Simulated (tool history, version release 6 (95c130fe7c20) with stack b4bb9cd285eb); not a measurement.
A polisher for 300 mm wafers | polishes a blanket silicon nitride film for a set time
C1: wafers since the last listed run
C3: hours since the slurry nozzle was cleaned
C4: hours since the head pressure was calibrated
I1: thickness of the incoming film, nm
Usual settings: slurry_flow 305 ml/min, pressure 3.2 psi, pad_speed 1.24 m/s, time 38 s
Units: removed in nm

run 1 day=0.000 | slurry_flow=305 pressure=3.2 pad_speed=1.24 time=38 | C1=0 wafers_polished_on_this_pad=333 C3=277.3 C4=972.0 | I1=681.9 | removed=74.7
run 2 day=0.700 | slurry_flow=305 pressure=3.2 pad_speed=1.24 time=31 | C1=208 wafers_polished_on_this_pad=542 C3=294.1 C4=988.8 | I1=692.5 | removed=60.9
run 3 day=1.321 | slurry_flow=305 pressure=3.2 pad_speed=1.24 time=31 | C1=185 wafers_polished_on_this_pad=727 C3=309.0 C4=1003.7 | I1=671.3 | removed=60.0
run 4 day=1.621 | slurry_flow=305 pressure=3.2 pad_speed=1.24 time=31 | C1=89 wafers_polished_on_this_pad=816 C3=316.2 C4=1010.9 | I1=684.2 | removed=60.1
run 5 day=1.871 | slurry_flow=305 pressure=2.6 pad_speed=1.24 time=38 | C1=74 wafers_polished_on_this_pad=891 C3=322.2 C4=1016.9 | I1=675.1 | removed=59.1
run 6 day=2.329 | slurry_flow=305 pressure=2.6 pad_speed=1.24 time=38 | C1=136 wafers_polished_on_this_pad=1028 C3=333.2 C4=1027.9 | I1=670.1 | removed=59.0
run 7 day=2.671 | slurry_flow=305 pressure=3.2 pad_speed=1.24 time=38 | C1=101 wafers_polished_on_this_pad=1130 C3=341.4 C4=1036.1 | I1=687.4 | removed=72.9
run 8 day=3.342 | slurry_flow=305 pressure=3.2 pad_speed=1.24 time=38 | C1=200 wafers_polished_on_this_pad=1330 C3=357.5 C4=1052.2 | I1=677.6 | removed=73.3
-- day=3.875 worn pad replaced by a new one
run 9 day=5.554 | slurry_flow=305 pressure=3.2 pad_speed=1.24 time=38 | C1=610 wafers_polished_on_this_pad=501 C3=410.6 C4=1105.3 | I1=667.2 | removed=74.1
run 10 day=6.075 | slurry_flow=305 pressure=3.2 pad_speed=1.24 time=38 | C1=155 wafers_polished_on_this_pad=656 C3=423.1 C4=1117.8 | I1=685.2 | removed=74.9
run 11 day=6.383 | slurry_flow=305 pressure=3.2 pad_speed=1.24 time=38 | C1=91 wafers_polished_on_this_pad=748 C3=430.5 C4=1125.2 | I1=693.0 | removed=73.3
run 12 day=6.767 | slurry_flow=305 pressure=3.2 pad_speed=1.24 time=38 | C1=114 wafers_polished_on_this_pad=862 C3=439.7 C4=1134.4 | I1=687.1 | removed=73.5
run 13 day=7.375 | slurry_flow=305 pressure=3.2 pad_speed=1.52 time=38 | C1=181 wafers_polished_on_this_pad=1044 C3=454.3 C4=1149.0 | I1=668.6 | removed=85.7
run 14 day=7.658 | slurry_flow=305 pressure=3.2 pad_speed=1.24 time=46 | C1=84 wafers_polished_on_this_pad=1128 C3=461.1 C4=1155.8 | I1=682.6 | removed=87.2
-- day=7.904 head pressure recalibrated
-- day=7.942 worn pad replaced by a new one
run 15 day=9.029 | slurry_flow=305 pressure=3.2 pad_speed=1.24 time=48 | C1=372 wafers_polished_on_this_pad=324 C3=494.0 C4=27.0 | I1=678.2 | removed=93.8
run 16 day=9.646 | slurry_flow=305 pressure=3.2 pad_speed=1.40 time=38 | C1=183 wafers_polished_on_this_pad=508 C3=508.8 C4=41.8 | I1=679.0 | removed=81.3
run 17 day=10.204 | slurry_flow=305 pressure=2.5 pad_speed=1.24 time=38 | C1=166 wafers_polished_on_this_pad=675 C3=522.2 C4=55.2 | I1=672.8 | removed=57.2
-- day=10.300 slurry nozzle cleaned
run 18 day=10.654 | slurry_flow=230 pressure=3.7 pad_speed=0.86 time=47 | C1=121 wafers_polished_on_this_pad=797 C3=8.5 C4=66.0 | I1=682.5 | removed=75.7
run 19 day=11.200 | slurry_flow=345 pressure=3.2 pad_speed=1.24 time=38 | C1=162 wafers_polished_on_this_pad=960 C3=21.6 C4=79.1 | I1=674.1 | removed=73.7
run 20 day=11.779 | slurry_flow=205 pressure=3.2 pad_speed=1.24 time=26 | C1=172 wafers_polished_on_this_pad=1132 C3=35.5 C4=93.0 | I1=682.3 | removed=48.3
run 21 day=12.496 | slurry_flow=305 pressure=3.2 pad_speed=1.24 time=38 | C1=213 wafers_polished_on_this_pad=1346 C3=52.7 C4=110.2 | I1=677.6 | removed=72.6
-- day=12.717 worn pad replaced by a new one
run 22 day=13.117 | slurry_flow=365 pressure=3.2 pad_speed=1.52 time=34 | C1=135 wafers_polished_on_this_pad=119 C3=67.6 C4=125.1 | I1=681.5 | removed=79.9
run 23 day=13.612 | slurry_flow=280 pressure=2.6 pad_speed=1.24 time=48 | C1=147 wafers_polished_on_this_pad=267 C3=79.5 C4=137.0 | I1=694.4 | removed=75.9
run 24 day=14.117 | slurry_flow=305 pressure=3.2 pad_speed=1.24 time=38 | C1=150 wafers_polished_on_this_pad=417 C3=91.6 C4=149.1 | I1=672.5 | removed=74.8
run 25 day=14.492 | slurry_flow=305 pressure=3.2 pad_speed=1.24 time=38 | C1=111 wafers_polished_on_this_pad=529 C3=100.6 C4=158.1 | I1=673.1 | removed=74.6
run 26 day=16.025 | slurry_flow=380 pressure=2.1 pad_speed=1.12 time=51 | C1=457 wafers_polished_on_this_pad=986 C3=137.4 C4=194.9 | I1=682.4 | removed=60.5
run 27 day=16.604 | slurry_flow=385 pressure=3.2 pad_speed=1.24 time=38 | C1=172 wafers_polished_on_this_pad=1159 C3=151.3 C4=208.8 | I1=677.0 | removed=74.6
-- day=17.250 worn pad replaced by a new one
run 28 day=17.333 | slurry_flow=305 pressure=3.2 pad_speed=1.24 time=38 | C1=167 wafers_polished_on_this_pad=24 C3=168.8 C4=226.3 | I1=683.5 | removed=76.0
run 29 day=17.696 | slurry_flow=245 pressure=3.5 pad_speed=1.44 time=38 | C1=108 wafers_polished_on_this_pad=132 C3=177.5 C4=235.0 | I1=678.4 | removed=90.6
run 30 day=18.250 | slurry_flow=305 pressure=2.9 pad_speed=1.12 time=38 | C1=165 wafers_polished_on_this_pad=297 C3=190.8 C4=248.3 | I1=678.1 | removed=62.3
run 31 day=18.575 | slurry_flow=305 pressure=3.2 pad_speed=1.24 time=38 | C1=96 wafers_polished_on_this_pad=394 C3=198.6 C4=256.1 | I1=681.1 | removed=74.9
run 32 day=19.138 | slurry_flow=380 pressure=3.6 pad_speed=1.24 time=51 | C1=167 wafers_polished_on_this_pad=562 C3=212.1 C4=269.6 | I1=685.2 | removed=113.7
run 33 day=19.846 | slurry_flow=225 pressure=4.0 pad_speed=1.24 time=38 | C1=211 wafers_polished_on_this_pad=773 C3=229.1 C4=286.6 | I1=672.8 | removed=89.9
run 34 day=20.183 | slurry_flow=235 pressure=2.5 pad_speed=1.58 time=45 | C1=100 wafers_polished_on_this_pad=874 C3=237.2 C4=294.7 | I1=671.5 | removed=80.5
run 35 day=20.504 | slurry_flow=305 pressure=3.2 pad_speed=1.24 time=38 | C1=95 wafers_polished_on_this_pad=970 C3=244.9 C4=302.4 | I1=683.2 | removed=73.3
run 36 day=20.871 | slurry_flow=345 pressure=2.5 pad_speed=1.64 time=29 | C1=109 wafers_polished_on_this_pad=1079 C3=253.7 C4=311.2 | I1=679.4 | removed=55.0

Forecast each of these 5 alternatives for the next run:
run A day=20.888 | slurry_flow=305 pressure=3.2 pad_speed=1.24 time=38 | C1=4 wafers_polished_on_this_pad=1084 C3=254.1 C4=311.6 | I1=680.9 | removed=?
run B day=20.888 | slurry_flow=305 pressure=2.6 pad_speed=1.52 time=38 | C1=4 wafers_polished_on_this_pad=1084 C3=254.1 C4=311.6 | I1=680.9 | removed=?
run C day=20.888 | slurry_flow=215 pressure=2.5 pad_speed=1.24 time=31 | C1=4 wafers_polished_on_this_pad=1084 C3=254.1 C4=311.6 | I1=680.9 | removed=?
run D day=20.888 | slurry_flow=305 pressure=2.3 pad_speed=1.24 time=32 | C1=4 wafers_polished_on_this_pad=1084 C3=254.1 C4=311.6 | I1=680.9 | removed=?
run E day=20.888 | slurry_flow=305 pressure=3.2 pad_speed=1.36 time=28 | C1=4 wafers_polished_on_this_pad=1084 C3=254.1 C4=311.6 | I1=680.9 | removed=?

run=A removed=72.1
run=B removed=68.9
run=C removed=44.3
run=D removed=43.6
run=E removed=57.2
Without the tool's hidden state the same runs would have given:
run=A removed=74.3
run=B removed=71.1
run=C removed=45.7
run=D removed=45.0
run=E removed=59.0
